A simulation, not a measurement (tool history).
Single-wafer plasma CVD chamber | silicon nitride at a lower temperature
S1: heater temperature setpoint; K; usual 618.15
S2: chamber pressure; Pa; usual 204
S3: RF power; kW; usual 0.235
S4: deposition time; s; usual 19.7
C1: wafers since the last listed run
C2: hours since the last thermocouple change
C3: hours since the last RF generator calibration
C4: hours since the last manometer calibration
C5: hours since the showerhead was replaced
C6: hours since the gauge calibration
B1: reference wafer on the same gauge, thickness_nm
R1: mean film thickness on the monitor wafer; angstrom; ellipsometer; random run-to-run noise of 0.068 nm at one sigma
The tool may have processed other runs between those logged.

run   hour      S1   S2     S3    S4   C1      C2      C3     C4      C5     C6      B1      R1
  1      0  618.15  204  0.255  19.7    0  2121.2  1330.9  651.6  2591.1  364.3  19.309  186.07
  2   17.5  618.15  204  0.255  19.7  427  2138.7  1348.4  669.1  2608.6  381.8  19.296  186.16
  3   53.1  618.15  204  0.235  19.7  870  2174.3    1384  704.7  2644.2  417.4  19.288  175.51
  4   87.3  618.15  204  0.235  19.7  836  2208.5  1418.2  738.9  2678.4  451.6  19.292  175.61
  5  122.4  618.15  204  0.235  19.7  858  2243.6  1453.3    774  2713.5  486.7  19.318   175.3
  6    152  618.15  204  0.235  19.7  723  2273.2  1482.9  803.6  2743.1  516.3  19.291  175.42
  7  167.1  618.15  204  0.235  19.7  369  2288.3    1498  818.7  2758.2  531.4  19.322  175.64
  8  187.5  618.15  204  0.235  19.7  498  2308.7  1518.4  839.1  2778.6  551.8  19.291  174.79
     202.9  -- thermocouple changed; heater temperature recalibrated
       207  -- gauge calibrated
  9  207.6  614.15  233  0.235  19.7  295     4.7  1538.5  859.2  2798.7    0.6  19.317  185.94
     217.8  -- RF generator calibrated
 10  232.8  614.15  233  0.235  19.7  420    29.9      15  884.4  2823.9   25.8  19.292  194.96
 11  256.7  618.15  204  0.215  19.7  584    53.8    38.9  908.3  2847.8   49.7  19.306  174.13
 12  292.6  618.15  204   0.26  19.7  878    89.7    74.8  944.2  2883.7   85.6  19.316  199.15
 13  320.3  618.15  157  0.265  23.4  677   117.4   102.5  971.9  2911.4  113.3  19.291  208.64
     342.3  -- capacitance manometer re-zeroed and calibrated
 14  352.1  618.15  204  0.235  19.7  582   149.2   134.3    9.8  2943.2  145.1  19.311     184
 15    383  618.15  204  0.235  19.7  755   180.1   165.2   40.7  2974.1    176  19.285  183.33
 16  400.5  627.15  204  0.255  19.7  427   197.6   182.7   58.2  2991.6  193.5  19.299  193.41
     429.1  -- showerhead replaced
 17  429.6  627.15  252  0.195  19.7  516   226.7   211.8   87.3     0.5  222.6  19.301  175.34
 18  450.4  622.15  225  0.235  23.1  508   247.5   232.6  108.1    21.3  243.4  19.284  222.12
 19  484.6  618.15  204  0.235  17.2  836   281.7   266.8  142.3    55.5  277.6  19.287  161.13
 20  514.4  618.15  156  0.235  19.7  728   311.5   296.6  172.1    85.3  307.4  19.279  159.51
 21  545.1  618.15  204  0.235  19.7  750   342.2   327.3  202.8     116  338.1  19.331  182.28
 22  561.1  627.15  204  0.255  19.7  391   358.2   343.3  218.8     132  354.1  19.315  191.84

Had the tool no unlogged condition, and each run kept its random variation, what would the results have been?
The hidden state here: wafer temperature above the value expected at the setpoint (K); delivered RF power above the setpoint (%); true pressure above the setpoint (%); gauge reads high (%).
run      R1
  1  195.21
  2  195.41
  3  184.78
  4   185.1
  5     185
  6  185.31
  7  185.64
  8  184.86
  9  196.79
 10  195.49
 11  174.76
 12  200.05
 13  209.75
 14  185.16
 15  184.67
 16  194.93
 17  176.95
 18   224.2
 19  162.81
 20  161.32
 21  184.52
 22   194.3
